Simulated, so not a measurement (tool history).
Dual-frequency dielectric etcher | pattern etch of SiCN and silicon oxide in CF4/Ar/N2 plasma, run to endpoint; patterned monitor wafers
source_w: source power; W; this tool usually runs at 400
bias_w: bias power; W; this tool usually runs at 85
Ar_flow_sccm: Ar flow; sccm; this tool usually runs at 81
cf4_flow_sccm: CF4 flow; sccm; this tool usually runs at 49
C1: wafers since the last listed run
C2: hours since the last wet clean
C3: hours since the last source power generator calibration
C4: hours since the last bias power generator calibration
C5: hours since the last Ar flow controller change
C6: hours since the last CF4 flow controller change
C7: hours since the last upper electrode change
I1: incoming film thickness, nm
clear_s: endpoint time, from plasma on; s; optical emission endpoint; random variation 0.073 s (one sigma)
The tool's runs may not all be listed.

run 1 hour=0.0 | source_w=400 bias_w=85 Ar_flow_sccm=81 cf4_flow_sccm=49 | C1=0 C2=320.2 C3=2485.3 C4=586.5 C5=2657.8 C6=250.6 C7=3218.2 | I1=9.20 | clear_s=10.5
run 2 hour=77.1 | source_w=490 bias_w=85 Ar_flow_sccm=98 cf4_flow_sccm=49 | C1=970 C2=397.3 C3=2562.4 C4=663.6 C5=2734.9 C6=327.7 C7=3295.3 | I1=9.27 | clear_s=9.8
run 3 hour=156.3 | source_w=400 bias_w=85 Ar_flow_sccm=81 cf4_flow_sccm=44 | C1=997 C2=476.5 C3=2641.6 C4=742.8 C5=2814.1 C6=406.9 C7=3374.5 | I1=9.26 | clear_s=10.9
run 4 hour=212.1 | source_w=400 bias_w=85 Ar_flow_sccm=81 cf4_flow_sccm=41 | C1=702 C2=532.3 C3=2697.4 C4=798.6 C5=2869.9 C6=462.7 C7=3430.3 | I1=9.15 | clear_s=10.9
run 5 hour=302.4 | source_w=400 bias_w=85 Ar_flow_sccm=81 cf4_flow_sccm=49 | C1=1137 C2=622.6 C3=2787.7 C4=888.9 C5=2960.2 C6=553.0 C7=3520.6 | I1=9.31 | clear_s=10.8
-- hour=359.9 wet clean of the chamber
run 6 hour=360.4 | source_w=440 bias_w=67 Ar_flow_sccm=65 cf4_flow_sccm=41 | C1=428 C2=0.5 C3=2845.7 C4=946.9 C5=3018.2 C6=611.0 C7=3578.6 | I1=9.09 | clear_s=10.3
run 7 hour=445.3 | source_w=480 bias_w=85 Ar_flow_sccm=81 cf4_flow_sccm=59 | C1=1069 C2=85.4 C3=2930.6 C4=1031.8 C5=3103.1 C6=695.9 C7=3663.5 | I1=9.26 | clear_s=9.0
run 8 hour=521.6 | source_w=450 bias_w=85 Ar_flow_sccm=81 cf4_flow_sccm=49 | C1=960 C2=161.7 C3=3006.9 C4=1108.1 C5=3179.4 C6=772.2 C7=3739.8 | I1=9.11 | clear_s=9.7
run 9 hour=581.7 | source_w=400 bias_w=85 Ar_flow_sccm=81 cf4_flow_sccm=49 | C1=756 C2=221.8 C3=3067.0 C4=1168.2 C5=3239.5 C6=832.3 C7=3799.9 | I1=9.18 | clear_s=10.5
run 10 hour=670.1 | source_w=400 bias_w=85 Ar_flow_sccm=92 cf4_flow_sccm=59 | C1=1113 C2=310.2 C3=3155.4 C4=1256.6 C5=3327.9 C6=920.7 C7=3888.3 | I1=9.23 | clear_s=10.5
run 11 hour=744.5 | source_w=400 bias_w=85 Ar_flow_sccm=81 cf4_flow_sccm=42 | C1=936 C2=384.6 C3=3229.8 C4=1331.0 C5=3402.3 C6=995.1 C7=3962.7 | I1=9.13 | clear_s=10.7
run 12 hour=894.1 | source_w=330 bias_w=67 Ar_flow_sccm=94 cf4_flow_sccm=53 | C1=1883 C2=534.2 C3=3379.4 C4=1480.6 C5=3551.9 C6=1144.7 C7=4112.3 | I1=9.24 | clear_s=12.9
-- hour=918.1 source power generator calibrated
run 13 hour=970.0 | source_w=460 bias_w=103 Ar_flow_sccm=81 cf4_flow_sccm=49 | C1=905 C2=610.1 C3=51.9 C4=1556.5 C5=3627.8 C6=1220.6 C7=4188.2 | I1=9.19 | clear_s=9.2
run 14 hour=1036.3 | source_w=400 bias_w=85 Ar_flow_sccm=65 cf4_flow_sccm=49 | C1=834 C2=676.4 C3=118.2 C4=1622.8 C5=3694.1 C6=1286.9 C7=4254.5 | I1=9.24 | clear_s=10.4
run 15 hour=1124.4 | source_w=350 bias_w=72 Ar_flow_sccm=81 cf4_flow_sccm=37 | C1=1109 C2=764.5 C3=206.3 C4=1710.9 C5=3782.2 C6=1375.0 C7=4342.6 | I1=9.27 | clear_s=13.1
-- hour=1195.9 wet clean of the chamber
run 16 hour=1212.9 | source_w=400 bias_w=85 Ar_flow_sccm=81 cf4_flow_sccm=49 | C1=812 C2=17.0 C3=294.8 C4=1799.4 C5=3870.7 C6=1463.5 C7=4431.1 | I1=9.20 | clear_s=10.8
-- hour=1300.9 Ar flow controller replaced
-- hour=1325.8 bias power generator calibrated
-- hour=1328.2 upper electrode replaced
run 17 hour=1404.3 | source_w=490 bias_w=85 Ar_flow_sccm=90 cf4_flow_sccm=53 | C1=2254 C2=208.4 C3=486.2 C4=78.5 C5=103.4 C6=1654.9 C7=76.1 | I1=9.21 | clear_s=9.6
-- hour=1455.2 CF4 flow controller replaced
run 18 hour=1619.6 | source_w=400 bias_w=85 Ar_flow_sccm=81 cf4_flow_sccm=49 | C1=2635 C2=423.7 C3=701.5 C4=293.8 C5=318.7 C6=164.4 C7=291.4 | I1=9.22 | clear_s=10.8
run 19 hour=1717.3 | source_w=490 bias_w=85 Ar_flow_sccm=70 cf4_flow_sccm=61 | C1=1230 C2=521.4 C3=799.2 C4=391.5 C5=416.4 C6=262.1 C7=389.1 | I1=9.15 | clear_s=8.7
run 20 hour=1788.2 | source_w=430 bias_w=85 Ar_flow_sccm=81 cf4_flow_sccm=41 | C1=892 C2=592.3 C3=870.1 C4=462.4 C5=487.3 C6=333.0 C7=460.0 | I1=9.17 | clear_s=10.6
run 21 hour=1879.4 | source_w=400 bias_w=85 Ar_flow_sccm=81 cf4_flow_sccm=49 | C1=1148 C2=683.5 C3=961.3 C4=553.6 C5=578.5 C6=424.2 C7=551.2 | I1=9.13 | clear_s=10.6
-- hour=1903.8 wet clean of the chamber
run 22 hour=1983.7 | source_w=400 bias_w=92 Ar_flow_sccm=91 cf4_flow_sccm=49 | C1=1011 C2=79.9 C3=1065.6 C4=657.9 C5=682.8 C6=528.5 C7=655.5 | I1=9.21 | clear_s=10.7
run 23 hour=2088.7 | source_w=440 bias_w=85 Ar_flow_sccm=70 cf4_flow_sccm=49 | C1=1322 C2=184.9 C3=1170.6 C4=762.9 C5=787.8 C6=633.5 C7=760.5 | I1=9.18 | clear_s=9.8
run 24 hour=2145.1 | source_w=330 bias_w=85 Ar_flow_sccm=81 cf4_flow_sccm=55 | C1=710 C2=241.3 C3=1227.0 C4=819.3 C5=844.2 C6=689.9 C7=816.9 | I1=9.19 | clear_s=11.8

Below are 4 alternative next runs, each starting from the tool's condition after run 24. Predict each:
run A hour=2145.5 | source_w=400 bias_w=85 Ar_flow_sccm=81 cf4_flow_sccm=49 | C1=5 C2=241.7 C3=1227.4 C4=819.7 C5=844.6 C6=690.3 C7=817.3 | I1=9.16 | clear_s=?
run B hour=2145.5 | source_w=400 bias_w=97 Ar_flow_sccm=65 cf4_flow_sccm=49 | C1=5 C2=241.7 C3=1227.4 C4=819.7 C5=844.6 C6=690.3 C7=817.3 | I1=9.16 | clear_s=?
run C hour=2145.5 | source_w=400 bias_w=77 Ar_flow_sccm=63 cf4_flow_sccm=49 | C1=5 C2=241.7 C3=1227.4 C4=819.7 C5=844.6 C6=690.3 C7=817.3 | I1=9.16 | clear_s=?
run D hour=2145.5 | source_w=500 bias_w=85 Ar_flow_sccm=88 cf4_flow_sccm=49 | C1=5 C2=241.7 C3=1227.4 C4=819.7 C5=844.6 C6=690.3 C7=817.3 | I1=9.16 | clear_s=?

run=A clear_s=10.8
run=B clear_s=9.9
run=C clear_s=10.5
run=D clear_s=9.5
The same runs, with their run-to-run variation unchanged, on a tool lacking any hidden condition would have given:
run=A clear_s=10.8
run=B clear_s=9.9
run=C clear_s=10.5
run=D clear_s=9.5
